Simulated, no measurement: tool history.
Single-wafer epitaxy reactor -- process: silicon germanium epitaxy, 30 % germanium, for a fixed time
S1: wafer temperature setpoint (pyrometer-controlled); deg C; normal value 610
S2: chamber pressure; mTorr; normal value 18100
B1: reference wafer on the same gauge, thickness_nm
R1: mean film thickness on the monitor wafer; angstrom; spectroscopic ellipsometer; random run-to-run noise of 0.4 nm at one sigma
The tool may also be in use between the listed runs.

| run | hour | S1 | S2 | B1 | R1 |
|---|---|---|---|---|---|
| 1 | 0 | 610 | 15500 | 71.105 | 637.71 |
| 2 | 15.6 | 610 | 18100 | 71.31 | 670.57 |
| 3 | 28.3 | 610 | 21100 | 70.978 | 712.92 |
| 4 | 35.9 | 610 | 21100 | 71.136 | 712.38 |
| 5 | 45.5 | 610 | 21100 | 71.021 | 717.35 |
| 6 | 53.6 | 610 | 18100 | 71.013 | 679.08 |
|  | 84.8 | capacitance manometer re-zeroed and calibrated |
| 7 | 85.3 | 610 | 18100 | 71.038 | 672.1 |
| 8 | 97 | 610 | 18100 | 71.212 | 680.88 |
| 9 | 111.4 | 610 | 17100 | 71.177 | 662.1 |
|  | 127.1 | pyrometer calibrated |
| 10 | 127.6 | 610 | 18100 | 70.938 | 676.92 |

Expected results for the next run?
| 11 | 137.1 | 610 | 21300 | ? | ? |

{"run 11": {"B1": 71.247, "R1": 724.49}}
With the hidden condition absent and the run-to-run variation left alone, this run would have shown R1 724.49 angstrom.

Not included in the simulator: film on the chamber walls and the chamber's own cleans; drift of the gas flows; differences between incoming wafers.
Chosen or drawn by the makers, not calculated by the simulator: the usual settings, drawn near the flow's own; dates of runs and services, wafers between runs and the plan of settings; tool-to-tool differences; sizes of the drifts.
